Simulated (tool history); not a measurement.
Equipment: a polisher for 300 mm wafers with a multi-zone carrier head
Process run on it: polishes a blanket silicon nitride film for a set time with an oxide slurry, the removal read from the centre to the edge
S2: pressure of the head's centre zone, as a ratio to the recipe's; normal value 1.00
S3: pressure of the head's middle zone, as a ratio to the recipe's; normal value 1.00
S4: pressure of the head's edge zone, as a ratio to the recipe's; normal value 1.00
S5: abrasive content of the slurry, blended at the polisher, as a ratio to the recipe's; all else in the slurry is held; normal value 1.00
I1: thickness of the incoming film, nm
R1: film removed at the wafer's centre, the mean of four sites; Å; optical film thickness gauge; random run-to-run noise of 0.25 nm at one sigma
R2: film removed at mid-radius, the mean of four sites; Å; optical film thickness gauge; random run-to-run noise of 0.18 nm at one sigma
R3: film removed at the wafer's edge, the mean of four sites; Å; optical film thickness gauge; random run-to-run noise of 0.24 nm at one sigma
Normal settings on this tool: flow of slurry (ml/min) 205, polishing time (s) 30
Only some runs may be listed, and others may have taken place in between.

run 1 hour=0.0 | flow_of_slurry_(ml/min)=205 S2=1.00 S3=1.00 S4=1.00 S5=1.00 polishing_time_(s)=30 | I1=246.0 | R1=256 R2=256 R3=256
run 2 hour=7.6 | flow_of_slurry_(ml/min)=205 S2=0.91 S3=0.91 S4=1.00 S5=1.00 polishing_time_(s)=30 | I1=249.4 | R1=233 R2=236 R3=254
run 3 hour=24.1 | flow_of_slurry_(ml/min)=205 S2=1.00 S3=1.00 S4=1.00 S5=1.00 polishing_time_(s)=30 | I1=250.0 | R1=249 R2=251 R3=254
-- hour=31.1 worn pad replaced by a new one
run 4 hour=37.0 | flow_of_slurry_(ml/min)=205 S2=1.00 S3=1.00 S4=1.00 S5=1.00 polishing_time_(s)=30 | I1=251.6 | R1=255 R2=255 R3=253
run 5 hour=52.4 | flow_of_slurry_(ml/min)=205 S2=1.00 S3=1.00 S4=1.00 S5=1.00 polishing_time_(s)=30 | I1=253.2 | R1=246 R2=253 R3=254
run 6 hour=59.1 | flow_of_slurry_(ml/min)=205 S2=1.00 S3=1.00 S4=1.00 S5=1.00 polishing_time_(s)=27 | I1=253.6 | R1=227 R2=226 R3=229
run 7 hour=67.4 | flow_of_slurry_(ml/min)=205 S2=0.93 S3=1.06 S4=1.00 S5=1.00 polishing_time_(s)=40 | I1=250.5 | R1=315 R2=348 R3=337
-- hour=77.9 carrier head's membrane replaced by a new one
run 8 hour=81.3 | flow_of_slurry_(ml/min)=140 S2=1.00 S3=1.00 S4=1.00 S5=1.00 polishing_time_(s)=30 | I1=250.0 | R1=225 R2=231 R3=237
run 9 hour=93.6 | flow_of_slurry_(ml/min)=205 S2=1.00 S3=1.00 S4=0.91 S5=1.00 polishing_time_(s)=30 | I1=251.9 | R1=255 R2=250 R3=246
run 10 hour=106.1 | flow_of_slurry_(ml/min)=205 S2=1.00 S3=1.00 S4=1.00 S5=1.00 polishing_time_(s)=30 | I1=250.5 | R1=248 R2=248 R3=251
-- hour=124.4 worn pad replaced by a new one
run 11 hour=124.9 | flow_of_slurry_(ml/min)=205 S2=0.93 S3=0.95 S4=1.00 S5=1.00 polishing_time_(s)=30 | I1=249.5 | R1=230 R2=237 R3=253
run 12 hour=127.3 | flow_of_slurry_(ml/min)=205 S2=1.00 S3=1.00 S4=1.00 S5=1.00 polishing_time_(s)=30 | I1=254.2 | R1=247 R2=247 R3=255
run 13 hour=135.6 | flow_of_slurry_(ml/min)=230 S2=1.00 S3=0.90 S4=1.00 S5=0.85 polishing_time_(s)=38 | I1=248.8 | R1=299 R2=279 R3=309
-- hour=146.8 edge zone pressure recalibrated
run 14 hour=147.4 | flow_of_slurry_(ml/min)=255 S2=1.00 S3=1.00 S4=1.07 S5=0.80 polishing_time_(s)=30 | I1=246.0 | R1=232 R2=236 R3=243
run 15 hour=155.8 | flow_of_slurry_(ml/min)=205 S2=1.00 S3=1.00 S4=0.89 S5=1.00 polishing_time_(s)=30 | I1=251.0 | R1=249 R2=249 R3=235
run 16 hour=171.5 | flow_of_slurry_(ml/min)=165 S2=0.96 S3=1.00 S4=1.00 S5=1.00 polishing_time_(s)=30 | I1=252.8 | R1=230 R2=236 R3=244
run 17 hour=177.6 | flow_of_slurry_(ml/min)=205 S2=1.00 S3=1.00 S4=1.04 S5=1.00 polishing_time_(s)=30 | I1=255.5 | R1=246 R2=247 R3=256
run 18 hour=194.7 | flow_of_slurry_(ml/min)=205 S2=1.00 S3=0.91 S4=1.00 S5=1.00 polishing_time_(s)=30 | I1=248.5 | R1=247 R2=234 R3=249
-- hour=204.7 worn pad replaced by a new one
run 19 hour=205.3 | flow_of_slurry_(ml/min)=205 S2=1.00 S3=1.00 S4=1.00 S5=1.00 polishing_time_(s)=26 | I1=251.8 | R1=212 R2=211 R3=222
run 20 hour=214.3 | flow_of_slurry_(ml/min)=235 S2=1.00 S3=1.00 S4=1.00 S5=1.00 polishing_time_(s)=30 | I1=250.8 | R1=253 R2=254 R3=254
run 21 hour=223.1 | flow_of_slurry_(ml/min)=180 S2=1.00 S3=1.00 S4=1.00 S5=1.25 polishing_time_(s)=30 | I1=249.6 | R1=261 R2=262 R3=267
run 22 hour=231.4 | flow_of_slurry_(ml/min)=145 S2=1.11 S3=0.90 S4=0.89 S5=1.00 polishing_time_(s)=30 | I1=255.6 | R1=242 R2=211 R3=222
run 23 hour=245.1 | flow_of_slurry_(ml/min)=205 S2=1.00 S3=1.00 S4=1.00 S5=1.00 polishing_time_(s)=30 | I1=249.6 | R1=244 R2=244 R3=252

Subtracting, for every run, the result it would have given without the tool's unlogged condition from the measured result gives the following. The same run-to-run variation enters both numbers; the gauge's scatter may not:
Hidden state present: removal rate lost through wear of the pad, %; slurry flow missing at the pad, %; deviation of the centre zone's pressure from its setpoint, %; deviation of the edge zone's pressure from its setpoint, %.
run=1 R1=-2 R2=-1 R3=-1
run=2 R1=-2 R2=-2 R3=-1
run=3 R1=-2 R2=-3 R3=-2
run=4 R1=-3 R2=-4 R3=-3
run=5 R1=-5 R2=-4 R3=-3
run=6 R1=-4 R2=-4 R3=-3
run=7 R1=-7 R2=-6 R3=-5
run=8 R1=-8 R2=-8 R3=-6
run=9 R1=-7 R2=-6 R3=-4
run=10 R1=-8 R2=-7 R3=-4
run=11 R1=-7 R2=-7 R3=-5
run=12 R1=-8 R2=-7 R3=-5
run=13 R1=-8 R2=-7 R3=-6
run=14 R1=-6 R2=-6 R3=-4
run=15 R1=-9 R2=-8 R3=-6
run=16 R1=-11 R2=-10 R3=-8
run=17 R1=-10 R2=-9 R3=-7
run=18 R1=-10 R2=-8 R3=-7
run=19 R1=-8 R2=-8 R3=-6
run=20 R1=-9 R2=-8 R3=-6
run=21 R1=-13 R2=-12 R3=-9
run=22 R1=-16 R2=-13 R3=-9
run=23 R1=-11 R2=-10 R3=-8
